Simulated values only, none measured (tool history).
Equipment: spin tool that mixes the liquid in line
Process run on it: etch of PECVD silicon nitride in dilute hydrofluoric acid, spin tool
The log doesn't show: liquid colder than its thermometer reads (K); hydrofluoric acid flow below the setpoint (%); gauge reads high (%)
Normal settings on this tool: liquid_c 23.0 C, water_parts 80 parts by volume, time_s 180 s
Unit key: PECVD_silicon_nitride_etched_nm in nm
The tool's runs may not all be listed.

run	hour	liquid_c	water_parts	time_s	wafers since the last listed run	hours since the thermometer was replaced	hours since the hydrofluoric acid flow meter was replaced	hours since the gauge calibration	read-back film thickness of the PECVD silicon nitride reference wafer, read on the same gauge (nm)	PECVD_silicon_nitride_etched_nm
1	0.0	23.0	80	180	0	1135.1	1064.4	514.9	119.996	3.659
2	92.0	23.0	80	180	558	1227.1	1156.4	606.9	119.999	3.661
3	168.0	23.0	80	180	461	1303.1	1232.4	682.9	119.983	3.587
4	245.3	23.0	80	180	469	1380.4	1309.7	760.2	119.999	3.582
5	322.3	23.0	80	180	467	1457.4	1386.7	837.2	119.994	3.575
# hour 568.0: gauge calibrated
6	602.3	23.0	80	130	1700	1737.4	1666.7	34.3	119.985	2.454
# hour 632.5: thermometer replaced
# hour 645.6: hydrofluoric acid flow meter replaced
7	648.1	23.0	80	130	266	15.6	2.5	80.1	120.009	2.962
8	707.9	21.5	110	255	363	75.4	62.3	139.9	120.004	3.864
9	810.9	27.0	80	75	625	178.4	165.3	242.9	120.013	2.220
10	866.2	23.0	80	180	335	233.7	220.6	298.2	119.994	4.044
11	914.7	27.5	80	180	294	282.2	269.1	346.7	119.998	5.358
12	962.4	18.5	55	95	289	329.9	316.8	394.4	119.986	2.216
13	1041.3	23.0	80	180	479	408.8	395.7	473.3	120.017	3.936
14	1119.2	23.0	80	180	473	486.7	473.6	551.2	120.002	3.922

3 ways to go on from here, each from the tool as it stands after run 14. What would each give?
A	1119.7	23.0	80	115	3	487.2	474.1	551.7	?	?
B	1119.7	23.0	45	180	3	487.2	474.1	551.7	?	?
C	1119.7	23.0	70	85	3	487.2	474.1	551.7	?	?

run	read-back film thickness of the PECVD silicon nitride reference wafer, read on the same gauge (nm)	PECVD_silicon_nitride_etched_nm
A	120.015	2.511
B	120.015	6.904
C	120.015	2.116
With the hidden condition removed and each run's random variation left untouched, the same runs would have given:
run	PECVD_silicon_nitride_etched_nm
A	2.723
B	7.489
C	2.295
